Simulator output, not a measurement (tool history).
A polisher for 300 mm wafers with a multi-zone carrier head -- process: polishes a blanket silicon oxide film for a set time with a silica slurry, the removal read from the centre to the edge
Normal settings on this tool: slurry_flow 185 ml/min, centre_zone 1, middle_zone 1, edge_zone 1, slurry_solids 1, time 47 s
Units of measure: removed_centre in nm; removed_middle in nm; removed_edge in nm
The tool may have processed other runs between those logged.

run,hour,slurry_flow,centre_zone,middle_zone,edge_zone,slurry_solids,time,wafers since the last listed run,wafers polished on this pad,hours since the slurry nozzle was cleaned,hours since the centre zone pressure was calibrated,hours since the edge zone pressure was calibrated,hours since the carrier head's membrane was replaced,"incoming thickness of the incoming film, nm",removed_centre,removed_middle,removed_edge
1,0,185,1,1,1,1,47,0,247,342.4,666.3,1056.1,1203.4,1582.1,188.2,188.5,195.2
2,15.7,150,1,1,1,1,47,175,422,358.1,682,1071.8,1219.1,1597.8,180.9,177.5,184.7
3,33,150,1,1,1,1,47,192,615,375.4,699.3,1089.1,1236.4,1602.8,175,173.3,176.9
4,45.5,150,1,1,1,1,47,139,754,387.9,711.8,1101.6,1248.9,1596.9,171,166.8,170.7
# hour 51.9: carrier head's membrane replaced by a new one
# hour 54: worn pad replaced by a new one
5,58.8,185,1,1,1,1,47,69,53,401.2,725.1,1114.9,6.9,1607.2,162.6,158.6,165.8
# hour 68.1: centre zone pressure recalibrated
6,71.1,185,1,1,1,1,47,114,168,413.5,3,1127.2,19.2,1591.7,162,157.5,162.1
# hour 73.5: edge zone pressure recalibrated
# hour 81: slurry nozzle cleaned
# hour 85.1: worn pad replaced by a new one, repeated, since the last time left the tool worse
7,85.6,185,1,1,1,1,47,83,5,4.6,17.5,12.1,33.7,1600.6,195.9,192.1,197.2
8,92.9,230,1,1,1.05,1,47,81,86,11.9,24.8,19.4,41,1592.6,199.8,196.1,200.3
9,100.2,225,1,0.88,1.09,0.8,47,81,168,19.2,32.1,26.7,48.3,1602.5,166.7,148.8,170.5
10,115.1,185,1,1,1,1.2,47,166,334,34.1,47,41.6,63.2,1593.3,213.1,207.9,215.8
11,133.1,185,1,1,1,1,47,200,534,52.1,65,59.6,81.2,1595.1,183.5,186,184.4
12,142.5,205,1,1,0.91,1,47,104,639,61.5,74.4,69,90.6,1608.8,184.4,184.2,183.6
# hour 147.4: worn pad replaced by a new one
13,153.6,235,0.96,1,1.09,1.25,47,79,69,72.6,85.5,80.1,101.7,1581.2,219.7,224.6,236.2
14,163.2,215,1,1,1,1,39,107,176,82.2,95.1,89.7,111.3,1594.3,164,160.3,162.5

5 ways to go on from here, each from the tool as it stands after run 14. What would each give?
A,163.6,185,1,1,1,1,47,4,180,82.6,95.5,90.1,111.7,1604.9,?,?,?
B,163.6,160,1.12,1,1,0.9,41,4,180,82.6,95.5,90.1,111.7,1604.9,?,?,?
C,163.6,170,1,1,1.09,1,47,4,180,82.6,95.5,90.1,111.7,1604.9,?,?,?
D,163.6,185,1,0.9,0.92,1,53,4,180,82.6,95.5,90.1,111.7,1604.9,?,?,?
E,163.6,185,1,1,1,1,39,4,180,82.6,95.5,90.1,111.7,1604.9,?,?,?

run,removed_centre,removed_middle,removed_edge
A,187.1,188.8,192.7
B,165.4,149.3,153.7
C,183.9,185.9,196
D,210.8,194.9,212.1
E,155.2,156.6,159.9
The same runs, with their run-to-run variation unchanged, on a tool lacking any hidden condition would have given:
run,removed_centre,removed_middle,removed_edge
A,189.7,191.4,195.4
B,167.8,151.4,155.8
C,186.5,188.5,198.7
D,213.8,197.7,215.1
E,157.4,158.8,162.2
